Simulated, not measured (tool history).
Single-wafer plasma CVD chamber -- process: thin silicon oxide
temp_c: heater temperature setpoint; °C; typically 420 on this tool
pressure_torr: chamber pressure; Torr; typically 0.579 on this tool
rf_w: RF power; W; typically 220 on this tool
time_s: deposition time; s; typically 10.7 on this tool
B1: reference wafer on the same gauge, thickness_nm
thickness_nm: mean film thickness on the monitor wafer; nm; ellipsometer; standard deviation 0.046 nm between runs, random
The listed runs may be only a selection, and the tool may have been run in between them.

{"run": 1, "day": 0.0, "temp_c": 420, "pressure_torr": 0.665, "rf_w": 220, "time_s": 10.7, "B1": 11.106, "thickness_nm": 15.174}
{"run": 2, "day": 2.554, "temp_c": 420, "pressure_torr": 0.579, "rf_w": 220, "time_s": 10.7, "B1": 11.082, "thickness_nm": 13.303}
{"run": 3, "day": 5.717, "temp_c": 420, "pressure_torr": 0.579, "rf_w": 220, "time_s": 10.7, "B1": 11.106, "thickness_nm": 13.212}
{"run": 4, "day": 8.592, "temp_c": 420, "pressure_torr": 0.64, "rf_w": 200, "time_s": 10.7, "B1": 11.122, "thickness_nm": 14.017}
{"day": 8.812, "done": "gauge calibrated"}
{"run": 5, "day": 11.046, "temp_c": 420, "pressure_torr": 0.64, "rf_w": 200, "time_s": 10.7, "B1": 11.101, "thickness_nm": 13.956}
{"run": 6, "day": 12.604, "temp_c": 420, "pressure_torr": 0.64, "rf_w": 200, "time_s": 10.7, "B1": 11.099, "thickness_nm": 13.975}
{"run": 7, "day": 15.488, "temp_c": 420, "pressure_torr": 0.579, "rf_w": 220, "time_s": 10.7, "B1": 11.097, "thickness_nm": 13.13}
{"day": 18.379, "done": "showerhead replaced"}
{"run": 8, "day": 20.2, "temp_c": 409, "pressure_torr": 0.667, "rf_w": 220, "time_s": 10.7, "B1": 11.112, "thickness_nm": 15.276}
{"day": 21.946, "done": "RF generator calibrated"}
{"run": 9, "day": 24.204, "temp_c": 415, "pressure_torr": 0.697, "rf_w": 220, "time_s": 10.7, "B1": 11.118, "thickness_nm": 15.739}
{"run": 10, "day": 26.583, "temp_c": 433, "pressure_torr": 0.664, "rf_w": 235, "time_s": 9, "B1": 11.098, "thickness_nm": 12.851}
{"day": 26.954, "done": "gauge calibrated"}
{"run": 11, "day": 28.171, "temp_c": 420, "pressure_torr": 0.579, "rf_w": 185, "time_s": 10.7, "B1": 11.121, "thickness_nm": 12.14}
{"day": 28.846, "done": "capacitance manometer re-zeroed and calibrated"}
{"day": 29.812, "done": "thermocouple changed; heater temperature recalibrated"}
{"run": 12, "day": 32.192, "temp_c": 406, "pressure_torr": 0.579, "rf_w": 250, "time_s": 8.6, "B1": 11.084, "thickness_nm": 11.553}

What does the tool deliver on the next run?
{"run": 13, "day": 36.421, "temp_c": 420, "pressure_torr": 0.579, "rf_w": 220, "time_s": 10.7, "B1": "?", "thickness_nm": "?"}

B1: 11.106
thickness_nm: 13.438 nm
On a tool with no hidden condition, and with the same random variation, this run would have come out at thickness_nm 13.434 nm.
